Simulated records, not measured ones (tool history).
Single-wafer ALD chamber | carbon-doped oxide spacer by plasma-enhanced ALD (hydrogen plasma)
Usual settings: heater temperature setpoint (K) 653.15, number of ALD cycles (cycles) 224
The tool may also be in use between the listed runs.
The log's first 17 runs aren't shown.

run   hour  heater temperature setpoint (K)  number of ALD cycles (cycles)  wafers since the last listed run  hours since the last thermocouple change  hours since the gauge calibration  read-back reference wafer on the same gauge, thickness_nm  mean film thickness on the monitor wafer (angstrom)
 18  414.9                           653.15                            224                                42                                    1468.3                              516.5                                                     11.808                                               106.85
 19  440.5                           653.15                            224                                43                                    1493.9                              542.1                                                     11.795                                               106.82
 20  463.2                           653.15                            224                                38                                    1516.6                              564.8                                                     11.807                                                106.7
 21  479.9                           644.15                            224                                28                                    1533.3                              581.5                                                     11.801                                               106.39
 22  505.2                           666.15                            237                                43                                    1558.6                              606.8                                                     11.798                                               113.02
 23  519.6                           664.15                            197                                24                                      1573                              621.2                                                     11.792                                                94.22
 24  543.6                           642.15                            224                                41                                      1597                              645.2                                                     11.801                                               107.49
 25  568.7                           642.15                            203                                43                                    1622.1                              670.3                                                       11.8                                                97.02
 26  581.9                           644.15                            242                                22                                    1635.3                              683.5                                                     11.796                                               115.36
 27  597.5                           653.15                            243                                26                                    1650.9                              699.1                                                     11.792                                               115.94
 28  619.1                           662.15                            224                                37                                    1672.5                              720.7                                                     11.798                                               107.04
 29  654.6                           653.15                            188                                60                                      1708                              756.2                                                     11.808                                                89.81
     674.5  -- thermocouple changed; heater temperature recalibrated
 30  683.7                           639.15                            267                                36                                       9.2                              785.3                                                     11.813                                               127.98

Run 31 comes next. What will it give?
     695.8  -- gauge calibrated
 31  703.1                           653.15                            224                                33                                      28.6                                7.3                                                          ?                                                    ?

{"run 31": {"read-back reference wafer on the same gauge, thickness_nm": 11.809, "mean film thickness on the monitor wafer (angstrom)": 107.03}}
Without the tool's hidden state the same run would have given mean film thickness on the monitor wafer (angstrom) 107.03.
